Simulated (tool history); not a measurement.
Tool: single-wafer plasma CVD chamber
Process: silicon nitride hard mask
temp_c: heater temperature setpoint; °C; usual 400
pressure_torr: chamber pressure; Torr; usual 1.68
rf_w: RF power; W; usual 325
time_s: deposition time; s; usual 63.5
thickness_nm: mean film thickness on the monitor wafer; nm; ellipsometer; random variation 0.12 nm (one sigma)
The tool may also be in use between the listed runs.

| run | day | temp_c | pressure_torr | rf_w | time_s | wafers since the last listed run | hours since the last thermocouple change | hours since the last RF generator calibration | hours since the last manometer calibration | hours since the showerhead was replaced | hours since the gauge calibration | read-back reference wafer on the same gauge, thickness_nm | thickness_nm |
|---|---|---|---|---|---|---|---|---|---|---|---|---|---|
| 1 | 0.000 | 400 | 1.68 | 325 | 63.5 | 0 | 922.9 | 918.7 | 855.9 | 8197.5 | 221.7 | 69.708 | 80.152 |
| 2 | 0.708 | 400 | 1.68 | 325 | 63.5 | 161 | 939.9 | 935.7 | 872.9 | 8214.5 | 238.7 | 69.687 | 80.197 |
| 3 | 1.050 | 400 | 1.68 | 325 | 57.2 | 77 | 948.1 | 943.9 | 881.1 | 8222.7 | 246.9 | 69.732 | 72.156 |
| 4 | 1.375 | 400 | 1.68 | 325 | 57.2 | 74 | 955.9 | 951.7 | 888.9 | 8230.5 | 254.7 | 69.710 | 72.145 |
| 5 | 1.700 | 400 | 1.68 | 325 | 63.5 | 74 | 963.7 | 959.5 | 896.7 | 8238.3 | 262.5 | 69.686 | 80.076 |
| 6 | 2.338 | 400 | 1.68 | 325 | 63.5 | 145 | 979.0 | 974.8 | 912.0 | 8253.6 | 277.8 | 69.713 | 79.736 |
| 7 | 4.558 | 400 | 1.68 | 280 | 63.5 | 506 | 1032.3 | 1028.1 | 965.3 | 8306.9 | 331.1 | 69.718 | 74.529 |
|  | 5.996 | gauge calibrated |
| 8 | 6.458 | 400 | 1.68 | 280 | 63.5 | 433 | 1077.9 | 1073.7 | 1010.9 | 8352.5 | 11.1 | 69.704 | 74.224 |
|  | 7.167 | thermocouple changed; heater temperature recalibrated |
| 9 | 7.188 | 400 | 1.68 | 280 | 63.5 | 90 | 0.5 | 1091.2 | 1028.4 | 8370.0 | 28.6 | 69.692 | 73.893 |
| 10 | 7.529 | 400 | 1.68 | 325 | 63.5 | 77 | 8.7 | 1099.4 | 1036.6 | 8378.2 | 36.8 | 69.715 | 78.965 |
|  | 7.879 | capacitance manometer re-zeroed and calibrated |
| 11 | 7.912 | 400 | 1.68 | 325 | 63.5 | 11 | 17.9 | 1108.6 | 0.8 | 8387.4 | 46.0 | 69.681 | 80.208 |
| 12 | 8.554 | 400 | 1.68 | 325 | 63.5 | 146 | 33.3 | 1124.0 | 16.2 | 8402.8 | 61.4 | 69.696 | 80.312 |
| 13 | 8.958 | 400 | 1.68 | 325 | 63.5 | 92 | 43.0 | 1133.7 | 25.9 | 8412.5 | 71.1 | 69.699 | 80.264 |
|  | 9.842 | RF generator calibrated |
|  | 10.667 | showerhead replaced |
| 14 | 10.875 | 414 | 1.49 | 260 | 55.1 | 285 | 89.0 | 24.8 | 71.9 | 5.0 | 117.1 | 69.694 | 63.183 |
| 15 | 11.325 | 406 | 1.91 | 345 | 63.5 | 102 | 99.8 | 35.6 | 82.7 | 15.8 | 127.9 | 69.721 | 87.064 |
| 16 | 11.671 | 400 | 1.68 | 275 | 63.5 | 78 | 108.1 | 43.9 | 91.0 | 24.1 | 136.2 | 69.721 | 77.122 |
| 17 | 12.367 | 400 | 2.03 | 385 | 63.5 | 158 | 124.8 | 60.6 | 107.7 | 40.8 | 152.9 | 69.657 | 92.695 |
| 18 | 12.738 | 400 | 1.68 | 325 | 63.5 | 84 | 133.7 | 69.5 | 116.6 | 49.7 | 161.8 | 69.706 | 82.685 |

Run 19 comes next. What will it give?
| 19 | 13.067 | 400 | 1.43 | 380 | 63.5 | 75 | 141.6 | 77.4 | 124.5 | 57.6 | 169.7 | ? | ? |

Run 19 gave read-back reference wafer on the same gauge, thickness_nm 69.664, thickness_nm 85.397 nm.
Without the tool's hidden state the same run would have given thickness_nm 85.765 nm.
